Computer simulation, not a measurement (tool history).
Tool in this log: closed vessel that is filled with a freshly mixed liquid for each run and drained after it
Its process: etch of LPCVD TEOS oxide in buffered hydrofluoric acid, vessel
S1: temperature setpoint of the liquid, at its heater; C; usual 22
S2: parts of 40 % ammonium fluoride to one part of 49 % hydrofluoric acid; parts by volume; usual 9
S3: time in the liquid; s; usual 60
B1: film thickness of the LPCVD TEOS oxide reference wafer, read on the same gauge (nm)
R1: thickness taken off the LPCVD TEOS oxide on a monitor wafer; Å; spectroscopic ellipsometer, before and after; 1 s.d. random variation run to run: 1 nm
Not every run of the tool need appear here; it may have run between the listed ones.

run 1 day=0 | S1=22 S2=9 S3=60 | B1=60 | R1=2184.8
run 2 day=0.662 | S1=22 S2=9 S3=60 | B1=60.06 | R1=2194.7
run 3 day=2.138 | S1=22 S2=9 S3=60 | B1=60.06 | R1=2177.3
run 4 day=3.404 | S1=22 S2=9 S3=60 | B1=60.01 | R1=2186.4
run 5 day=4.308 | S1=22 S2=9 S3=60 | B1=60.06 | R1=2159.8
run 6 day=4.812 | S1=22 S2=9 S3=60 | B1=60.01 | R1=2188.3
run 7 day=7.362 | S1=22 S2=9 S3=60 | B1=60.01 | R1=2190.3
-- day=7.8 thermometer replaced
run 8 day=8.729 | S1=22 S2=9 S3=60 | B1=59.96 | R1=2020.7
-- day=9.35 hydrofluoric acid flow meter replaced
run 9 day=11 | S1=22 S2=6.5 S3=95 | B1=60.02 | R1=4495.8
run 10 day=11.617 | S1=25.5 S2=11.5 S3=60 | B1=60 | R1=2006.7
-- day=11.958 thermometer replaced, repeated, since the last time left the tool worse
-- day=14.25 gauge calibrated
run 11 day=15.883 | S1=17.5 S2=10 S3=90 | B1=60.03 | R1=2604.1
run 12 day=17.171 | S1=17 S2=9 S3=90 | B1=60.02 | R1=2701.3
run 13 day=18.05 | S1=22 S2=9 S3=60 | B1=59.99 | R1=2394.2
run 14 day=18.817 | S1=22 S2=7.5 S3=60 | B1=60.06 | R1=2911.2

Run 15 is up next; what results do you expect?
run 15 day=19.921 | S1=22 S2=11 S3=60 | B1=? | R1=?

Logged for run 15: B1 59.99, R1 2014.9 Å.
Without the tool's hidden state the same run would have given R1 2047.5 Å.
